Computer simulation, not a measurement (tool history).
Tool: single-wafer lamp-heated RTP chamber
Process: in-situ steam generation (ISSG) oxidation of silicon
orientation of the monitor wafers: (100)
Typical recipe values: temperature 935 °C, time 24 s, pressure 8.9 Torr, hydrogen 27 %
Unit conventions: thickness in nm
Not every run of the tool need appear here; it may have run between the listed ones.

run   hour  temperature  time  pressure  hydrogen  read-back reference wafer on the same gauge, thickness  thickness
  1    0.0          935    24       8.9        27                                                   4.436      5.166
  2   15.3          942    24       8.9        27                                                   4.438      5.368
      24.3  -- pyrometer window cleaned and pyrometer calibrated
  3   30.5          935    24       9.5        27                                                   4.430      5.123
  4   60.2          935    24       9.5        27                                                   4.435      5.098
  5   87.7          935    24       9.5        27                                                   4.435      5.126
  6  109.8          935    24       8.9        27                                                   4.439      5.146
     149.8  -- pyrometer window cleaned and pyrometer calibrated
  7  193.0          935    24       8.9        27                                                   4.433      5.194
  8  226.7          935    24       8.9        27                                                   4.438      5.157
  9  251.3          935    24       8.9        27                                                   4.437      5.194
     262.7  -- pressure gauge zeroed
     286.7  -- pyrometer window cleaned and pyrometer calibrated
 10  287.2          935    24       8.9        27                                                   4.444      5.116
 11  312.4          935    24       8.9        27                                                   4.437      5.146
 12  333.0          954    24       8.9        27                                                   4.443      5.450
 13  359.2          935    19       8.9        27                                                   4.438      4.713
 14  377.3          923    33       8.9        20                                                   4.440      5.372
 15  397.1          935    24       9.6        27                                                   4.451      5.143
     406.1  -- pyrometer window cleaned and pyrometer calibrated
     406.8  -- gauge calibrated
 16  424.2          949    33       8.9        27                                                   4.436      6.158
     438.2  -- hydrogen flow controller replaced
 17  458.3          935    24       8.9        27                                                   4.443      5.151
 18  484.1          920    24       8.9        27                                                   4.445      4.964
 19  509.3          935    14       8.9        27                                                   4.440      4.271
     550.9  -- pyrometer window cleaned and pyrometer calibrated
 20  551.4          945    24       8.9        30                                                   4.440      5.424
 21  568.1          935    24       8.9        20                                                   4.446      4.795
 22  597.0          935    24      10.2        22                                                   4.437      4.825
 23  611.0          935    24       8.9        27                                                   4.435      5.207

Measured less the same run without the tool's hidden state. The same run-to-run variation is in both; the gauge's scatter may not be:
Hidden conditions of the tool in this case: true wafer temperature minus pyrometer reading, K; true pressure minus gauge reading, Torr; deviation of the hydrogen flow from its setpoint, %; gauge reads high (%).
run  thickness
  1     +0.092
  2     +0.128
  3     +0.014
  4     +0.023
  5     +0.043
  6     +0.069
  7     +0.024
  8     +0.054
  9     +0.088
 10     +0.003
 11     +0.008
 12     +0.023
 13     +0.037
 14     +0.071
 15     +0.095
 16     +0.008
 17     +0.023
 18     +0.044
 19     +0.056
 20     +0.000
 21     +0.003
 22     +0.016
 23     +0.028
